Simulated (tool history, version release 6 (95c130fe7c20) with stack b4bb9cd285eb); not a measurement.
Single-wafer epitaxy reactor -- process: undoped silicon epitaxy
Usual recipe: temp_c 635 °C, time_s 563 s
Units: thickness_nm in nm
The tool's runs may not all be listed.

run,hour,temp_c,time_s,"read-back reference wafer on the same gauge, thickness_nm",thickness_nm
1,0.0,635,563,62.087,70.615
2,9.3,639,563,62.161,77.405
3,24.6,635,563,62.106,71.227
4,41.5,635,563,62.155,71.020
5,52.3,635,480,62.126,61.147
6,62.6,635,480,62.264,60.539
7,69.7,635,480,62.215,60.547
8,78.4,625,563,62.201,56.617
9,88.9,625,563,62.222,57.007
10,95.5,635,563,62.141,71.453
11,110.9,635,563,62.116,70.717
12,117.9,635,618,62.048,77.888
13,133.4,635,563,62.305,72.011
14,139.4,642,515,62.209,76.869
15,153.6,635,488,62.254,62.120
16,167.9,635,488,62.319,61.548
17,179.0,645,563,62.219,89.009
# hour 200.8: pyrometer calibrated
18,201.3,645,563,62.298,81.572
19,202.9,645,563,62.129,82.070
20,248.0,635,631,62.160,74.365
# hour 265.8: gauge calibrated
21,266.0,644,469,62.111,67.029
22,277.3,648,650,62.236,101.769
23,290.0,635,563,62.308,66.582
24,297.4,635,563,62.164,66.902
25,305.6,635,513,62.225,60.495
26,311.8,648,652,62.275,102.523
27,323.1,635,563,62.168,66.203
28,330.1,635,675,62.187,79.909
29,340.1,635,563,62.222,66.737
30,350.5,624,604,62.276,55.952
31,362.4,635,563,62.254,67.113
32,375.3,640,654,62.137,86.955
33,384.2,620,658,62.196,55.386
34,393.5,621,491,62.145,42.193
35,401.0,635,563,62.208,66.541
36,410.6,635,563,62.204,67.076
37,428.4,628,662,62.094,67.423
38,436.9,635,641,62.216,77.012
39,446.4,627,600,62.192,59.108
40,456.8,635,563,62.211,67.374

The tool's hidden state at each run:
gauge reads high (%): 0 across all the runs
H1: wafer temperature above the value expected at the setpoint (K)
run,H1
1,4.32
2,4.35
3,4.39
4,4.44
5,4.47
6,4.49
7,4.51
8,4.54
9,4.57
10,4.58
11,4.63
12,4.65
13,4.69
14,4.7
15,4.74
16,4.78
17,4.81
18,1.18
19,1.18
20,1.31
21,1.35
22,1.39
23,1.42
24,1.44
25,1.46
26,1.48
27,1.51
28,1.53
29,1.56
30,1.59
31,1.62
32,1.65
33,1.68
34,1.7
35,1.72
36,1.75
37,1.8
38,1.82
39,1.85
40,1.88

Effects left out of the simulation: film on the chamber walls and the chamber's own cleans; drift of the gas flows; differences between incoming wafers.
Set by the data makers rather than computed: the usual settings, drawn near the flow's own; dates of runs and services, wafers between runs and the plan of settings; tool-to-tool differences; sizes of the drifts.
